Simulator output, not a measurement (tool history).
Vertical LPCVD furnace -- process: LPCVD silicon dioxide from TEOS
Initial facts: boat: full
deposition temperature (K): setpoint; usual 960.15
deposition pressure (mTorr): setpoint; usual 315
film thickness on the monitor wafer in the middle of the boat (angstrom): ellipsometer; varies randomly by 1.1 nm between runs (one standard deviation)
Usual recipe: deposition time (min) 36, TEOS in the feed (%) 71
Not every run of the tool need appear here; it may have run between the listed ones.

run   hour  deposition temperature (K)  deposition pressure (mTorr)  deposition time (min)  TEOS in the feed (%)  read-back reference wafer on the same gauge, thickness  film thickness on the monitor wafer in the middle of the boat (angstrom)
  1      0                      964.15                          315                     36                    71                                                  215.73                                                                    2528.6
  2   34.1                      964.15                          315                     36                    71                                                  215.86                                                                    2551.4
  3   61.1                      964.15                          315                     36                    71                                                  215.86                                                                    2513.9
  4   85.1                      960.15                          315                     36                    81                                                  215.86                                                                    2463.1
  5  117.3                      960.15                          315                     36                    81                                                  216.12                                                                    2452.4
  6  146.3                      960.15                          315                     36                    67                                                  216.13                                                                    2266.3
  7  182.1                      960.15                          315                     36                    67                                                  216.37                                                                    2265.3
  8    211                      960.15                          315                     36                    67                                                  216.18                                                                    2244.5
  9  262.5                      960.15                          315                     36                    71                                                  216.05                                                                    2321.9
       312  -- TEOS flow controller replaced
     322.6  -- thermocouples replaced and temperature profile calibrated
 10  332.1                      960.15                          315                     36                    71                                                  216.09                                                                    2162.5
     378.6  -- pressure gauge zeroed
 11  379.1                      960.15                          315                     36                    71                                                  216.25                                                                    2138.3
 12  396.7                      960.15                          350                     36                    71                                                  216.07                                                                    2294.3
 13  432.2                      960.15                          350                     36                    71                                                     216                                                                    2283.2
 14  475.2                      960.15                          315                     36                    71                                                  215.85                                                                    2156.7
 15  502.8                      960.15                          315                     36                    71                                                  216.02                                                                    2176.2
     520.7  -- gauge calibrated
 16  522.1                      960.15                          335                   43.5                    71                                                   215.7                                                                    2698.5
 17    540                      953.15                          315                     36                    77                                                   216.3                                                                    1909.5
 18  575.2                      968.15                          355                     36                    71                                                  216.05                                                                    2772.8
 19    668                      955.15                          315                     36                    71                                                  216.22                                                                    1912.8
 20  700.6                      960.15                          315                     36                    76                                                  216.11                                                                    2239.9
 21  734.5                      960.15                          245                     47                    83                                                  215.85                                                                    2698.7
 22  761.1                      969.15                          275                   21.5                    71                                                  216.04                                                                    1485.8
 23  781.4                      960.15                          315                     47                    61                                                  216.19                                                                    2607.8
 24  800.3                      960.15                          315                     36                    71                                                  215.58                                                                      2184
 25  826.6                      969.15                          315                     36                    85                                                  215.76                                                                      2934
 26    850                      960.15                          375                     36                    71                                                  215.91                                                                    2388.8
 27  864.6                      972.15                          315                     49                    59                                                  215.83                                                                    3543.4

Below are 5 alternative next runs, each starting from the tool's condition after run 27. Predict each:
  A  869.6                      960.15                          315                     36                    71                                                       ?                                                                         ?
  B  869.6                      948.15                          315                     36                    82                                                       ?                                                                         ?
  C  869.6                      960.15                          295                     36                    71                                                       ?                                                                         ?
  D  869.6                      956.15                          285                     26                    67                                                       ?                                                                         ?
  E  869.6                      952.15                          315                     36                    71                                                       ?                                                                         ?

run  read-back reference wafer on the same gauge, thickness  film thickness on the monitor wafer in the middle of the boat (angstrom)
  A                                                  216.07                                                                    2153.8
  B                                                  216.07                                                                      1732
  C                                                  216.07                                                                    2084.3
  D                                                  216.07                                                                      1306
  E                                                  216.07                                                                    1776.7
Had the tool no hidden state, the same runs would have come out as:
run  film thickness on the monitor wafer in the middle of the boat (angstrom)
  A                                                                    2115.8
  B                                                                    1700.6
  C                                                                    2047.5
  D                                                                    1282.7
  E                                                                    1744.8
